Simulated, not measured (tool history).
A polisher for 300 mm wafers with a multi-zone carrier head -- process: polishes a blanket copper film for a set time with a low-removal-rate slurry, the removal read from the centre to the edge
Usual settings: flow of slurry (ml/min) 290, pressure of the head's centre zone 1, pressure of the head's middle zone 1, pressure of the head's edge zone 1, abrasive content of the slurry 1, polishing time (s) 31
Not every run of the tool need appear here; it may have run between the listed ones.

| run | hour | flow of slurry (ml/min) | pressure of the head's centre zone | pressure of the head's middle zone | pressure of the head's edge zone | abrasive content of the slurry | polishing time (s) | incoming thickness of the incoming film, nm | film removed at the wafer's centre (angstrom) | film removed at mid-radius (angstrom) | film removed at the wafer's edge (angstrom) |
|---|---|---|---|---|---|---|---|---|---|---|---|
| 1 | 0 | 290 | 1 | 1.07 | 1 | 1 | 31 | 706.4 | 747 | 794 | 755 |
| 2 | 47.3 | 290 | 1.04 | 1 | 1 | 1 | 31 | 702.2 | 755 | 738 | 748 |
| 3 | 86.9 | 290 | 1 | 0.95 | 0.96 | 1 | 31 | 708.6 | 723 | 707 | 722 |
| 4 | 157.2 | 355 | 1 | 0.94 | 1 | 1 | 31 | 724.6 | 730 | 707 | 744 |
| 5 | 207.1 | 290 | 1 | 0.9 | 1 | 1 | 31 | 710.7 | 712 | 665 | 721 |
| 6 | 266.5 | 290 | 1 | 1 | 1 | 1 | 31 | 710.4 | 710 | 717 | 723 |
| 7 | 337.7 | 290 | 1 | 1 | 1 | 1 | 31 | 716.6 | 789 | 789 | 794 |
| 8 | 397 | 230 | 0.89 | 1 | 0.93 | 0.8 | 31 | 712 | 619 | 702 | 684 |
| 9 | 442.7 | 350 | 1 | 1 | 1 | 1 | 31 | 705.8 | 755 | 763 | 756 |
| 10 | 498.2 | 290 | 1 | 1 | 1 | 1 | 31 | 701.7 | 724 | 728 | 731 |
| 11 | 547.2 | 290 | 1.05 | 1 | 1 | 1.1 | 31 | 707.1 | 769 | 747 | 751 |
| 12 | 612.8 | 290 | 1 | 1 | 1 | 0.8 | 31 | 699.8 | 659 | 685 | 693 |
| 13 | 672.7 | 290 | 1 | 1 | 1 | 1 | 31 | 697.5 | 711 | 704 | 727 |
| 14 | 724.5 | 290 | 1 | 1 | 1.09 | 1 | 31 | 724.2 | 788 | 782 | 805 |
| 15 | 777.6 | 290 | 1 | 1 | 1 | 1 | 31 | 725 | 759 | 755 | 773 |
| 16 | 806 | 290 | 1.05 | 1 | 1 | 1.1 | 31 | 706.1 | 804 | 771 | 759 |
| 17 | 836.7 | 290 | 1 | 1 | 1 | 1 | 31 | 721.4 | 736 | 740 | 737 |
| 18 | 907.5 | 290 | 1 | 1.06 | 1 | 1.25 | 31 | 715.3 | 767 | 811 | 778 |
| 19 | 965.3 | 290 | 1 | 1.08 | 1 | 1 | 31 | 709.3 | 717 | 768 | 718 |
| 20 | 992.4 | 350 | 1 | 1 | 1 | 0.9 | 31 | 707.8 | 699 | 704 | 696 |

Put back what was entered between runs (8 entries, withheld): which listed runs does each sit between, and how does the hidden state differ from the listed run before to the listed run after?
Logged between run 1 and run 2: centre zone pressure recalibrated (hour 43.5)
  removal rate lost through wear of the pad, %: 6.7 -> 8.31
  the result without the hidden state subtracted from the measured one, film removed at the wafer's centre (angstrom): -53 -> -69; film removed at mid-radius (angstrom): -57 -> -67; film removed at the wafer's edge (angstrom): -54 -> -68
Logged between run 3 and run 4: slurry nozzle cleaned (hour 117.1)
  removal rate lost through wear of the pad, %: 9.31 -> 10.5
  the result without the hidden state subtracted from the measured one, film removed at the wafer's centre (angstrom): -74 -> -86; film removed at mid-radius (angstrom): -73 -> -84; film removed at the wafer's edge (angstrom): -74 -> -88
Logged between run 6 and run 7: worn pad replaced by a new one (hour 326)
  removal rate lost through wear of the pad, %: 11.5 -> 1.49
  the result without the hidden state subtracted from the measured one, film removed at the wafer's centre (angstrom): -93 -> -12; film removed at mid-radius (angstrom): -93 -> -12; film removed at the wafer's edge (angstrom): -94 -> -12
Logged between run 9 and run 10: carrier head's membrane replaced by a new one (hour 483.2)
  removal rate lost through wear of the pad, %: 7.2 -> 8.9
  the result without the hidden state subtracted from the measured one, film removed at the wafer's centre (angstrom): -58 -> -71; film removed at mid-radius (angstrom): -59 -> -71; film removed at the wafer's edge (angstrom): -59 -> -71
Logged between run 10 and run 11: centre zone pressure recalibrated (hour 507.6)
  removal rate lost through wear of the pad, %: 8.9 -> 9.94
  the result without the hidden state subtracted from the measured one, film removed at the wafer's centre (angstrom): -71 -> -85; film removed at mid-radius (angstrom): -71 -> -82; film removed at the wafer's edge (angstrom): -71 -> -83
Logged between run 12 and run 13: slurry nozzle cleaned (hour 630.5)
  removal rate lost through wear of the pad, %: 10.9 -> 11.4
  the result without the hidden state subtracted from the measured one, film removed at the wafer's centre (angstrom): -81 -> -92; film removed at mid-radius (angstrom): -84 -> -90; film removed at the wafer's edge (angstrom): -84 -> -94
Logged between run 13 and run 14: worn pad replaced by a new one (hour 706.7)
  removal rate lost through wear of the pad, %: 11.4 -> 2.52
  the result without the hidden state subtracted from the measured one, film removed at the wafer's centre (angstrom): -92 -> -20; film removed at mid-radius (angstrom): -90 -> -20; film removed at the wafer's edge (angstrom): -94 -> -20
Logged between run 19 and run 20: centre zone pressure recalibrated (hour 990.7)
  removal rate lost through wear of the pad, %: 11.1 -> 11.4
  the result without the hidden state subtracted from the measured one, film removed at the wafer's centre (angstrom): -90 -> -91; film removed at mid-radius (angstrom): -96 -> -91; film removed at the wafer's edge (angstrom): -90 -> -90

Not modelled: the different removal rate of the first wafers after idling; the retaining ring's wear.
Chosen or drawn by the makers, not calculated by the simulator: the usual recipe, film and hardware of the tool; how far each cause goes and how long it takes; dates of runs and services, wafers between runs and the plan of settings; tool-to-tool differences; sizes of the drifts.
